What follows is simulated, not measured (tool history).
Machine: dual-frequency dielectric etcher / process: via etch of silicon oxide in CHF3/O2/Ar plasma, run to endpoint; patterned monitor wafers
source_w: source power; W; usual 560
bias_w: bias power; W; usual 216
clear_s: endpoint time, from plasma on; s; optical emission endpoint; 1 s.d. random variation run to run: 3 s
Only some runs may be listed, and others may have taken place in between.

| run | day | source_w | bias_w | incoming incoming film thickness, nm | clear_s |
|---|---|---|---|---|---|
| 1 | 0.000 | 450 | 201 | 808.2 | 468.2 |
| 2 | 1.454 | 450 | 201 | 807.5 | 471.0 |
|  | 2.892 | wet clean of the chamber |
| 3 | 2.954 | 560 | 216 | 820.1 | 436.1 |
| 4 | 3.929 | 560 | 216 | 818.2 | 429.6 |
| 5 | 4.433 | 560 | 204 | 815.0 | 440.5 |
| 6 | 5.875 | 560 | 204 | 820.0 | 442.8 |
|  | 6.988 | upper electrode replaced |
| 7 | 7.108 | 560 | 204 | 813.7 | 445.8 |
| 8 | 7.933 | 450 | 216 | 808.6 | 454.5 |
| 9 | 8.671 | 450 | 216 | 805.6 | 458.6 |
| 10 | 9.512 | 450 | 216 | 817.3 | 461.2 |
| 11 | 10.575 | 560 | 252 | 813.1 | 402.7 |
| 12 | 11.504 | 560 | 252 | 810.6 | 400.1 |
|  | 12.183 | source power generator calibrated |
| 13 | 12.408 | 560 | 252 | 815.3 | 403.3 |
| 14 | 13.442 | 450 | 252 | 820.1 | 432.6 |
| 15 | 14.262 | 460 | 186 | 804.1 | 481.1 |
| 16 | 15.221 | 650 | 216 | 813.4 | 415.3 |
| 17 | 15.867 | 560 | 204 | 822.7 | 447.2 |
| 18 | 19.138 | 560 | 216 | 812.1 | 425.6 |
| 19 | 19.762 | 480 | 216 | 811.2 | 448.7 |
| 20 | 20.629 | 560 | 216 | 814.4 | 429.4 |

Run 21 comes next. What will it give?
| 21 | 21.521 | 450 | 167 | 817.7 | ? |

Run 21 produced clear_s 513.2 s.
Were there no unlogged condition in the tool, this run, its random variation unchanged, would have produced clear_s 513.2 s.
